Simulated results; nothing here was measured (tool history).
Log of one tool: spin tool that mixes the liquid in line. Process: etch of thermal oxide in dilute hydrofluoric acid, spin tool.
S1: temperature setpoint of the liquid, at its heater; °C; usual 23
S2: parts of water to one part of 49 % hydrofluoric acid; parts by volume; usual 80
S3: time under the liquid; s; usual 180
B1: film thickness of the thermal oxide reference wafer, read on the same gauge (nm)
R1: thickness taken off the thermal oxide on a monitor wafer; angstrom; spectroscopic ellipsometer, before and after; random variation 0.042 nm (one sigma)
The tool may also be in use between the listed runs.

{"run": 1, "hour": 0.0, "S1": 23, "S2": 80, "S3": 180, "B1": 150.83, "R1": 107.8}
{"run": 2, "hour": 50.7, "S1": 23, "S2": 80, "S3": 180, "B1": 151.61, "R1": 109}
{"run": 3, "hour": 82.7, "S1": 23, "S2": 80, "S3": 180, "B1": 152.06, "R1": 108.8}
{"run": 4, "hour": 129.7, "S1": 19.5, "S2": 80, "S3": 255, "B1": 152.61, "R1": 135.4}
{"run": 5, "hour": 162.8, "S1": 22, "S2": 70, "S3": 180, "B1": 152.92, "R1": 122.3}
{"run": 6, "hour": 207.0, "S1": 24, "S2": 80, "S3": 180, "B1": 153.28, "R1": 114.2}
{"run": 7, "hour": 263.4, "S1": 23, "S2": 80, "S3": 180, "B1": 153.65, "R1": 109.3}
{"run": 8, "hour": 293.7, "S1": 23, "S2": 80, "S3": 180, "B1": 153.88, "R1": 110.6}
{"hour": 311.6, "done": "hydrofluoric acid flow meter replaced"}
{"run": 9, "hour": 453.7, "S1": 23, "S2": 100, "S3": 180, "B1": 154.57, "R1": 86.6}
{"hour": 477.3, "done": "thermometer replaced"}
{"run": 10, "hour": 481.2, "S1": 23, "S2": 80, "S3": 180, "B1": 154.61, "R1": 111.2}
{"run": 11, "hour": 506.8, "S1": 23, "S2": 80, "S3": 80, "B1": 154.7, "R1": 49.4}
{"run": 12, "hour": 577.0, "S1": 19, "S2": 50, "S3": 180, "B1": 154.86, "R1": 156.8}
{"run": 13, "hour": 618.5, "S1": 26, "S2": 80, "S3": 180, "B1": 154.95, "R1": 125.8}
{"hour": 652.3, "done": "hydrofluoric acid flow meter replaced"}
{"hour": 654.5, "done": "gauge calibrated"}
{"run": 14, "hour": 670.8, "S1": 19.5, "S2": 100, "S3": 180, "B1": 150.76, "R1": 73.5}
{"run": 15, "hour": 719.1, "S1": 24.5, "S2": 90, "S3": 125, "B1": 151.5, "R1": 70.1}
{"run": 16, "hour": 764.7, "S1": 19.5, "S2": 65, "S3": 135, "B1": 152.14, "R1": 88.8}
{"run": 17, "hour": 802.7, "S1": 23, "S2": 80, "S3": 210, "B1": 152.57, "R1": 127}
{"run": 18, "hour": 830.0, "S1": 19, "S2": 80, "S3": 180, "B1": 152.85, "R1": 93.4}

The same runs without the tool's hidden state, with the same run-to-run variation:
The hidden state here: liquid colder than its thermometer reads (K); hydrofluoric acid flow below the setpoint (%); gauge reads high (%).
run=1 R1=107.2
run=2 R1=107.8
run=3 R1=107.3
run=4 R1=133.1
run=5 R1=119.9
run=6 R1=111.8
run=7 R1=106.7
run=8 R1=107.8
run=9 R1=84.1
run=10 R1=107.8
run=11 R1=47.9
run=12 R1=151.9
run=13 R1=121.8
run=14 R1=73.2
run=15 R1=69.4
run=16 R1=87.6
run=17 R1=124.8
run=18 R1=91.7
